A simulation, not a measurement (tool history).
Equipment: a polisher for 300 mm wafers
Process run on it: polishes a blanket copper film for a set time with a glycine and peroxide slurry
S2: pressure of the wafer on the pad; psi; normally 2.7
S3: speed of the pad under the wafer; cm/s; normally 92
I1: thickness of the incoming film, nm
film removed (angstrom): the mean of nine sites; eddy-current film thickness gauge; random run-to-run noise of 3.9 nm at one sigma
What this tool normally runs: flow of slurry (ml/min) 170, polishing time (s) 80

run 1 day=0.000 | flow_of_slurry_(ml/min)=195 S2=2.7 S3=92 polishing_time_(s)=80 | I1=1206.7 | film_removed_(angstrom)=4306
run 2 day=0.788 | flow_of_slurry_(ml/min)=195 S2=2.7 S3=92 polishing_time_(s)=80 | I1=1193.9 | film_removed_(angstrom)=4199
run 3 day=1.625 | flow_of_slurry_(ml/min)=195 S2=2.7 S3=92 polishing_time_(s)=80 | I1=1194.6 | film_removed_(angstrom)=4179
run 4 day=2.229 | flow_of_slurry_(ml/min)=130 S2=2.7 S3=106 polishing_time_(s)=80 | I1=1198.2 | film_removed_(angstrom)=4418
-- day=2.779 worn pad replaced by a new one
run 5 day=2.858 | flow_of_slurry_(ml/min)=170 S2=2.5 S3=104 polishing_time_(s)=80 | I1=1190.8 | film_removed_(angstrom)=4461
run 6 day=3.717 | flow_of_slurry_(ml/min)=170 S2=2.5 S3=104 polishing_time_(s)=80 | I1=1177.8 | film_removed_(angstrom)=4443
run 7 day=4.850 | flow_of_slurry_(ml/min)=170 S2=2.3 S3=92 polishing_time_(s)=80 | I1=1181.1 | film_removed_(angstrom)=3663
run 8 day=5.858 | flow_of_slurry_(ml/min)=170 S2=2.3 S3=92 polishing_time_(s)=80 | I1=1191.1 | film_removed_(angstrom)=3630
run 9 day=6.492 | flow_of_slurry_(ml/min)=170 S2=2.7 S3=92 polishing_time_(s)=80 | I1=1213.9 | film_removed_(angstrom)=4034
run 10 day=7.571 | flow_of_slurry_(ml/min)=170 S2=2.7 S3=92 polishing_time_(s)=80 | I1=1174.3 | film_removed_(angstrom)=3957
-- day=7.750 worn pad replaced by a new one
run 11 day=11.375 | flow_of_slurry_(ml/min)=145 S2=2.3 S3=92 polishing_time_(s)=58 | I1=1198.7 | film_removed_(angstrom)=2512
-- day=11.796 worn pad replaced by a new one, of another model than before
run 12 day=12.525 | flow_of_slurry_(ml/min)=170 S2=2.7 S3=92 polishing_time_(s)=80 | I1=1199.9 | film_removed_(angstrom)=4263
-- day=13.592 slurry nozzle cleaned
run 13 day=13.742 | flow_of_slurry_(ml/min)=195 S2=2.7 S3=74 polishing_time_(s)=80 | I1=1175.9 | film_removed_(angstrom)=3761
run 14 day=15.217 | flow_of_slurry_(ml/min)=170 S2=2.5 S3=104 polishing_time_(s)=80 | I1=1210.1 | film_removed_(angstrom)=4167
-- day=15.792 head pressure recalibrated
run 15 day=16.325 | flow_of_slurry_(ml/min)=170 S2=2.7 S3=92 polishing_time_(s)=80 | I1=1166.1 | film_removed_(angstrom)=3935
-- day=16.979 worn pad replaced by a new one
run 16 day=17.062 | flow_of_slurry_(ml/min)=170 S2=3.5 S3=114 polishing_time_(s)=90 | I1=1195.9 | film_removed_(angstrom)=6573
run 17 day=17.762 | flow_of_slurry_(ml/min)=205 S2=2.7 S3=92 polishing_time_(s)=65 | I1=1170.1 | film_removed_(angstrom)=3558
run 18 day=18.808 | flow_of_slurry_(ml/min)=140 S2=2.7 S3=114 polishing_time_(s)=80 | I1=1190.2 | film_removed_(angstrom)=4671
run 19 day=19.792 | flow_of_slurry_(ml/min)=210 S2=2.1 S3=116 polishing_time_(s)=70 | I1=1184.2 | film_removed_(angstrom)=3659
run 20 day=21.150 | flow_of_slurry_(ml/min)=170 S2=2.5 S3=104 polishing_time_(s)=80 | I1=1185.4 | film_removed_(angstrom)=4143
-- day=21.846 worn pad replaced by a new one
run 21 day=22.575 | flow_of_slurry_(ml/min)=115 S2=1.9 S3=92 polishing_time_(s)=80 | I1=1182.9 | film_removed_(angstrom)=3392

What if the next run were any one of these 3? Each begins from the tool's condition after run 21:
run A day=22.596 | flow_of_slurry_(ml/min)=170 S2=2.7 S3=92 polishing_time_(s)=80 | I1=1180.3 | film_removed_(angstrom)=?
run B day=22.596 | flow_of_slurry_(ml/min)=170 S2=2.2 S3=92 polishing_time_(s)=80 | I1=1180.3 | film_removed_(angstrom)=?
run C day=22.596 | flow_of_slurry_(ml/min)=220 S2=2.4 S3=92 polishing_time_(s)=80 | I1=1180.3 | film_removed_(angstrom)=?

run=A film_removed_(angstrom)=4349
run=B film_removed_(angstrom)=3861
run=C film_removed_(angstrom)=4140
What these runs would have given with no unlogged condition in the tool:
run=A film_removed_(angstrom)=4446
run=B film_removed_(angstrom)=3947
run=C film_removed_(angstrom)=4233
